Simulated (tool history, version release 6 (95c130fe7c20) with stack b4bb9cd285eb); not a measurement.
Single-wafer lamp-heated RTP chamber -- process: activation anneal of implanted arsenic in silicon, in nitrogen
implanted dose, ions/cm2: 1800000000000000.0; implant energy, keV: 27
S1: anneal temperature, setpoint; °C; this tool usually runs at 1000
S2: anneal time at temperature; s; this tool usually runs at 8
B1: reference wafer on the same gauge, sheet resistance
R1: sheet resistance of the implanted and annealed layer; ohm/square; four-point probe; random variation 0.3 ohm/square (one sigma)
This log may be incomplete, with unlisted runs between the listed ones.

Run 1, day 0.000: usual settings but S1 1013 °C; B1 91.01. Result: R1 99.59 ohm/square.
Run 2, day 2.229: usual settings but S1 1013 °C; B1 91.07. Result: R1 99.89 ohm/square.
Run 3, day 3.975: usual settings but S1 1013 °C; B1 90.97. Result: R1 99.23 ohm/square.
Run 4, day 5.617: usual settings; B1 91.06. Result: R1 102.71 ohm/square.
Run 5, day 7.512: usual settings; B1 91.03. Result: R1 103.06 ohm/square.
At day 8.379: reflector plate cleaned.
Run 6, day 10.196: usual settings; B1 90.99. Result: R1 102.01 ohm/square.
Run 7, day 11.354: usual settings; B1 90.96. Result: R1 102.70 ohm/square.
Run 8, day 14.071: usual settings; B1 91.01. Result: R1 102.05 ohm/square.
At day 15.258: pyrometer window cleaned and pyrometer calibrated.
Run 9, day 16.392: usual settings; B1 90.99. Result: R1 104.07 ohm/square.
Run 10, day 18.542: usual settings but S1 1016 °C, S2 11 s; B1 91.01. Result: R1 96.61 ohm/square.
At day 19.617: gauge calibrated.
Run 11, day 21.500: usual settings but S2 10 s; B1 91.03. Result: R1 101.56 ohm/square.
At day 22.654: reflector plate cleaned.
Run 12, day 22.675: usual settings but S1 982 °C, S2 5 s; B1 90.95. Result: R1 112.69 ohm/square.
Run 13, day 23.817: usual settings but S1 979 °C; B1 91.03. Result: R1 109.51 ohm/square.
Run 14, day 25.762: usual settings but S1 971 °C; B1 91.04. Result: R1 112.36 ohm/square.

Run 15, settings as shown, results not yet in. Your forecast:
Run 15, day 27.258: usual settings but S1 1008 °C, S2 11 s; B1 ?. Result: R1 ?.

Run 15 came out at B1 91.02, R1 97.87 ohm/square.
With the hidden condition absent and the run-to-run variation left alone, this run would have shown R1 98.84 ohm/square.

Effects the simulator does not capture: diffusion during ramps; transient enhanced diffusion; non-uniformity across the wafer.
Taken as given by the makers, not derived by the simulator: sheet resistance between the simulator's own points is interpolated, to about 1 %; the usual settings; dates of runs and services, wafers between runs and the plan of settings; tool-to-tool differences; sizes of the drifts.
